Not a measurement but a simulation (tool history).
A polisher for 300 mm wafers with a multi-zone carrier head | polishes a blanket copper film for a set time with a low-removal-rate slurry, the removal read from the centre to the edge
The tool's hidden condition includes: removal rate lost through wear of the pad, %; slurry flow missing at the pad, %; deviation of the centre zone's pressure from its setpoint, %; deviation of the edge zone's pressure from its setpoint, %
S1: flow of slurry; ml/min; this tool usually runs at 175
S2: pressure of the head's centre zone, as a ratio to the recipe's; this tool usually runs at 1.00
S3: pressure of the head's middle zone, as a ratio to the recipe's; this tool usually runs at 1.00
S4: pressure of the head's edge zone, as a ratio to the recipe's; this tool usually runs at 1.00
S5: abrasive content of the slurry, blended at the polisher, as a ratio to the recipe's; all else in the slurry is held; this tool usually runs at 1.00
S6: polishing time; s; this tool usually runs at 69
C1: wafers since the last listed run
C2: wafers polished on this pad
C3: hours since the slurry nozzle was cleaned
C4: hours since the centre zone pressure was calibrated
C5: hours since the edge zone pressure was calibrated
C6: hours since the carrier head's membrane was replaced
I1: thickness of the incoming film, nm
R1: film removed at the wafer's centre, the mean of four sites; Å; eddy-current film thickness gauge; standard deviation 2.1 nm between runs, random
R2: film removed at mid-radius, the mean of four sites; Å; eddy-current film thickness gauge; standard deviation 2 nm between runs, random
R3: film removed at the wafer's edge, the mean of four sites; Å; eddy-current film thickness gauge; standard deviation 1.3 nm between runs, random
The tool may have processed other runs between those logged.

{"run": 1, "hour": 0.0, "S1": 175, "S2": 1.0, "S3": 1.0, "S4": 1.0, "S5": 1.0, "S6": 69, "C1": 0, "C2": 1044, "C3": 270.5, "C4": 201.0, "C5": 594.9, "C6": 255.0, "I1": 701.4, "R1": 1671, "R2": 1716, "R3": 1713}
{"hour": 180.1, "done": "worn pad replaced by a new one"}
{"hour": 189.9, "done": "slurry nozzle cleaned"}
{"run": 2, "hour": 254.3, "S1": 175, "S2": 1.0, "S3": 1.0, "S4": 1.0, "S5": 1.0, "S6": 69, "C1": 1471, "C2": 432, "C3": 64.4, "C4": 455.3, "C5": 849.2, "C6": 509.3, "I1": 709.0, "R1": 1734, "R2": 1768, "R3": 1743}
{"hour": 323.0, "done": "carrier head's membrane replaced by a new one"}
{"run": 3, "hour": 334.1, "S1": 175, "S2": 1.0, "S3": 1.0, "S4": 1.0, "S5": 1.0, "S6": 69, "C1": 441, "C2": 873, "C3": 144.2, "C4": 535.1, "C5": 929.0, "C6": 11.1, "I1": 701.9, "R1": 1714, "R2": 1739, "R3": 1732}
{"run": 4, "hour": 422.3, "S1": 175, "S2": 1.0, "S3": 1.0, "S4": 1.0, "S5": 0.8, "S6": 69, "C1": 520, "C2": 1394, "C3": 232.4, "C4": 623.3, "C5": 1017.2, "C6": 99.3, "I1": 701.7, "R1": 1603, "R2": 1643, "R3": 1587}
{"run": 5, "hour": 499.3, "S1": 175, "S2": 1.0, "S3": 1.0, "S4": 1.0, "S5": 1.15, "S6": 69, "C1": 454, "C2": 1848, "C3": 309.4, "C4": 700.3, "C5": 1094.2, "C6": 176.3, "I1": 685.3, "R1": 1723, "R2": 1761, "R3": 1774}
{"hour": 552.8, "done": "worn pad replaced by a new one"}
{"run": 6, "hour": 604.0, "S1": 175, "S2": 1.0, "S3": 1.0, "S4": 1.0, "S5": 1.15, "S6": 69, "C1": 594, "C2": 302, "C3": 414.1, "C4": 805.0, "C5": 1198.9, "C6": 281.0, "I1": 698.6, "R1": 1731, "R2": 1749, "R3": 1735}
{"hour": 626.4, "done": "slurry nozzle cleaned"}
{"hour": 646.4, "done": "edge zone pressure recalibrated"}
{"run": 7, "hour": 671.6, "S1": 175, "S2": 1.0, "S3": 1.0, "S4": 1.0, "S5": 1.15, "S6": 69, "C1": 381, "C2": 683, "C3": 45.2, "C4": 872.6, "C5": 25.2, "C6": 348.6, "I1": 699.7, "R1": 1753, "R2": 1827, "R3": 1812}
{"run": 8, "hour": 770.8, "S1": 175, "S2": 0.94, "S3": 1.0, "S4": 1.0, "S5": 1.0, "S6": 69, "C1": 585, "C2": 1269, "C3": 144.4, "C4": 971.8, "C5": 124.4, "C6": 447.8, "I1": 700.9, "R1": 1597, "R2": 1708, "R3": 1715}
{"run": 9, "hour": 839.3, "S1": 175, "S2": 0.94, "S3": 1.0, "S4": 1.0, "S5": 1.0, "S6": 69, "C1": 404, "C2": 1673, "C3": 212.9, "C4": 1040.3, "C5": 192.9, "C6": 516.3, "I1": 696.2, "R1": 1603, "R2": 1787, "R3": 1712}
{"run": 10, "hour": 902.0, "S1": 175, "S2": 1.0, "S3": 1.0, "S4": 1.0, "S5": 1.0, "S6": 69, "C1": 370, "C2": 2043, "C3": 275.6, "C4": 1103.0, "C5": 255.6, "C6": 579.0, "I1": 701.7, "R1": 1656, "R2": 1712, "R3": 1693}
{"hour": 920.1, "done": "centre zone pressure recalibrated"}
{"run": 11, "hour": 963.5, "S1": 175, "S2": 1.0, "S3": 1.0, "S4": 1.0, "S5": 1.0, "S6": 69, "C1": 351, "C2": 2395, "C3": 337.1, "C4": 43.4, "C5": 317.1, "C6": 640.5, "I1": 692.6, "R1": 1651, "R2": 1672, "R3": 1713}
{"hour": 1010.7, "done": "worn pad replaced by a new one"}
{"hour": 1017.9, "done": "carrier head's membrane replaced by a new one"}
{"run": 12, "hour": 1030.5, "S1": 175, "S2": 1.0, "S3": 1.06, "S4": 1.08, "S5": 1.0, "S6": 92, "C1": 342, "C2": 87, "C3": 404.1, "C4": 110.4, "C5": 384.1, "C6": 12.6, "I1": 706.3, "R1": 2146, "R2": 2314, "R3": 2314}
{"hour": 1093.4, "done": "slurry nozzle cleaned"}
{"run": 13, "hour": 1193.5, "S1": 200, "S2": 1.0, "S3": 1.0, "S4": 1.0, "S5": 1.2, "S6": 69, "C1": 956, "C2": 1043, "C3": 100.1, "C4": 273.4, "C5": 547.1, "C6": 175.6, "I1": 702.0, "R1": 1882, "R2": 1870, "R3": 1833}
{"run": 14, "hour": 1292.4, "S1": 175, "S2": 1.04, "S3": 1.0, "S4": 0.9, "S5": 1.0, "S6": 69, "C1": 583, "C2": 1627, "C3": 199.0, "C4": 372.3, "C5": 646.0, "C6": 274.5, "I1": 693.1, "R1": 1804, "R2": 1776, "R3": 1643}
{"run": 15, "hour": 1387.3, "S1": 175, "S2": 1.0, "S3": 1.0, "S4": 1.05, "S5": 1.0, "S6": 69, "C1": 560, "C2": 2187, "C3": 293.9, "C4": 467.2, "C5": 740.9, "C6": 369.4, "I1": 706.5, "R1": 1672, "R2": 1708, "R3": 1762}
{"hour": 1447.6, "done": "slurry nozzle cleaned"}
{"hour": 1448.0, "done": "worn pad replaced by a new one"}
{"run": 16, "hour": 1448.5, "S1": 175, "S2": 0.97, "S3": 0.93, "S4": 0.94, "S5": 1.0, "S6": 69, "C1": 352, "C2": 2, "C3": 0.9, "C4": 528.4, "C5": 802.1, "C6": 430.6, "I1": 703.5, "R1": 1716, "R2": 1655, "R3": 1691}
{"run": 17, "hour": 1533.8, "S1": 175, "S2": 1.0, "S3": 1.0, "S4": 1.0, "S5": 1.0, "S6": 69, "C1": 503, "C2": 506, "C3": 86.2, "C4": 613.7, "C5": 887.4, "C6": 515.9, "I1": 690.4, "R1": 1742, "R2": 1792, "R3": 1744}
{"hour": 1577.9, "done": "carrier head's membrane replaced by a new one"}
{"run": 18, "hour": 1585.6, "S1": 175, "S2": 1.0, "S3": 1.0, "S4": 1.0, "S5": 1.0, "S6": 69, "C1": 276, "C2": 782, "C3": 138.0, "C4": 665.5, "C5": 939.2, "C6": 7.7, "I1": 698.4, "R1": 1724, "R2": 1749, "R3": 1729}
{"run": 19, "hour": 1651.3, "S1": 175, "S2": 1.0, "S3": 1.0, "S4": 1.0, "S5": 1.25, "S6": 69, "C1": 387, "C2": 1170, "C3": 203.7, "C4": 731.2, "C5": 1004.9, "C6": 73.4, "I1": 713.9, "R1": 1858, "R2": 1845, "R3": 1827}
{"run": 20, "hour": 1737.0, "S1": 175, "S2": 1.0, "S3": 1.0, "S4": 1.0, "S5": 1.0, "S6": 69, "C1": 505, "C2": 1676, "C3": 289.4, "C4": 816.9, "C5": 1090.6, "C6": 159.1, "I1": 704.6, "R1": 1725, "R2": 1774, "R3": 1718}
{"run": 21, "hour": 1815.3, "S1": 175, "S2": 1.0, "S3": 1.0, "S4": 1.0, "S5": 1.0, "S6": 69, "C1": 462, "C2": 2138, "C3": 367.7, "C4": 895.2, "C5": 1168.9, "C6": 237.4, "I1": 703.1, "R1": 1672, "R2": 1727, "R3": 1693}
{"hour": 1834.7, "done": "edge zone pressure recalibrated"}
{"hour": 1871.4, "done": "worn pad replaced by a new one"}
{"run": 22, "hour": 1888.4, "S1": 175, "S2": 0.92, "S3": 1.0, "S4": 1.0, "S5": 1.25, "S6": 92, "C1": 396, "C2": 100, "C3": 440.8, "C4": 968.3, "C5": 53.7, "C6": 310.5, "I1": 697.3, "R1": 2117, "R2": 2346, "R3": 2356}

Branching from run 22: 3 alternative next runs. What would each branch give?
{"run": "A", "hour": 1888.8, "S1": 175, "S2": 1.0, "S3": 1.0, "S4": 1.08, "S5": 1.0, "S6": 69, "C1": 2, "C2": 102, "C3": 441.2, "C4": 968.7, "C5": 54.1, "C6": 310.9, "I1": 703.1, "R1": "?", "R2": "?", "R3": "?"}
{"run": "B", "hour": 1888.8, "S1": 145, "S2": 1.0, "S3": 1.0, "S4": 1.0, "S5": 1.1, "S6": 79, "C1": 2, "C2": 102, "C3": 441.2, "C4": 968.7, "C5": 54.1, "C6": 310.9, "I1": 703.1, "R1": "?", "R2": "?", "R3": "?"}
{"run": "C", "hour": 1888.8, "S1": 145, "S2": 1.0, "S3": 1.12, "S4": 1.0, "S5": 1.0, "S6": 69, "C1": 2, "C2": 102, "C3": 441.2, "C4": 968.7, "C5": 54.1, "C6": 310.9, "I1": 703.1, "R1": "?", "R2": "?", "R3": "?"}

run=A R1=1612 R2=1673 R3=1725
run=B R1=1813 R2=1893 R3=1902
run=C R1=1542 R2=1771 R3=1613
Had the tool no hidden state, the same runs would have come out as:
run=A R1=1725 R2=1778 R3=1802
run=B R1=1965 R2=2032 R3=1999
run=C R1=1671 R2=1901 R3=1696
